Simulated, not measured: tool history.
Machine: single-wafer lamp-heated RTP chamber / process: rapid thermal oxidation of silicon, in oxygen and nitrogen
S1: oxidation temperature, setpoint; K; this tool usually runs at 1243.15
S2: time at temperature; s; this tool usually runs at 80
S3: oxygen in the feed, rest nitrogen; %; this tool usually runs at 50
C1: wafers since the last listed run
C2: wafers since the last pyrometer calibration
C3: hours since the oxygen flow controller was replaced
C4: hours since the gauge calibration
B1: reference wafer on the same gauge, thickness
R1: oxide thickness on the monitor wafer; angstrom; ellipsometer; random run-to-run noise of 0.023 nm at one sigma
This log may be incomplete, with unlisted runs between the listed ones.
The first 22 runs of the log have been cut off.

| run | hour | S1 | S2 | S3 | C1 | C2 | C3 | C4 | B1 | R1 |
|---|---|---|---|---|---|---|---|---|---|---|
|  | 1239.1 | gauge calibrated |
| 23 | 1242.9 | 1218.15 | 80 | 50 | 599 | 799 | 461.2 | 3.8 | 5.001 | 39.07 |
| 24 | 1305.9 | 1235.15 | 80 | 50 | 793 | 1593 | 524.2 | 66.8 | 4.999 | 43.42 |
| 25 | 1366.1 | 1243.15 | 80 | 50 | 758 | 2351 | 584.4 | 127.0 | 4.999 | 46.54 |
| 26 | 1409.3 | 1214.15 | 108 | 40 | 544 | 2895 | 627.6 | 170.2 | 4.999 | 40.10 |
| 27 | 1471.7 | 1243.15 | 80 | 23 | 785 | 3681 | 690.0 | 232.6 | 5.004 | 37.36 |
| 28 | 1531.8 | 1225.15 | 45 | 50 | 756 | 4438 | 750.1 | 292.7 | 5.009 | 33.49 |
|  | 1575.1 | pyrometer window cleaned and pyrometer calibrated |
| 29 | 1588.3 | 1261.15 | 110 | 27 | 610 | 166 | 806.6 | 349.2 | 4.996 | 49.18 |
| 30 | 1644.0 | 1243.15 | 80 | 50 | 701 | 867 | 862.3 | 404.9 | 5.000 | 46.52 |
| 31 | 1696.2 | 1235.15 | 91 | 74 | 657 | 1525 | 914.5 | 457.1 | 4.996 | 52.51 |
| 32 | 1726.0 | 1224.15 | 57 | 40 | 375 | 1900 | 944.3 | 486.9 | 4.991 | 34.36 |
| 33 | 1786.0 | 1252.15 | 95 | 33 | 755 | 2656 | 1004.3 | 546.9 | 4.997 | 46.59 |
| 34 | 1821.8 | 1243.15 | 80 | 50 | 450 | 3107 | 1040.1 | 582.7 | 4.998 | 46.37 |

Here are 4 independent what-if runs from the current tool condition. What would each one return?
| A | 1822.2 | 1243.15 | 59 | 50 | 5 | 3112 | 1040.5 | 583.1 | ? | ? |
| B | 1822.2 | 1221.15 | 49 | 50 | 5 | 3112 | 1040.5 | 583.1 | ? | ? |
| C | 1822.2 | 1243.15 | 40 | 50 | 5 | 3112 | 1040.5 | 583.1 | ? | ? |
| D | 1822.2 | 1269.15 | 60 | 68 | 5 | 3112 | 1040.5 | 583.1 | ? | ? |

| run | B1 | R1 |
|---|---|---|
| A | 5.006 | 41.08 |
| B | 5.006 | 33.80 |
| C | 5.006 | 35.68 |
| D | 5.006 | 54.49 |
The same runs, with their run-to-run variation unchanged, on a tool lacking any hidden condition would have given:
| run | R1 |
|---|---|
| A | 41.08 |
| B | 33.80 |
| C | 35.68 |
| D | 54.49 |

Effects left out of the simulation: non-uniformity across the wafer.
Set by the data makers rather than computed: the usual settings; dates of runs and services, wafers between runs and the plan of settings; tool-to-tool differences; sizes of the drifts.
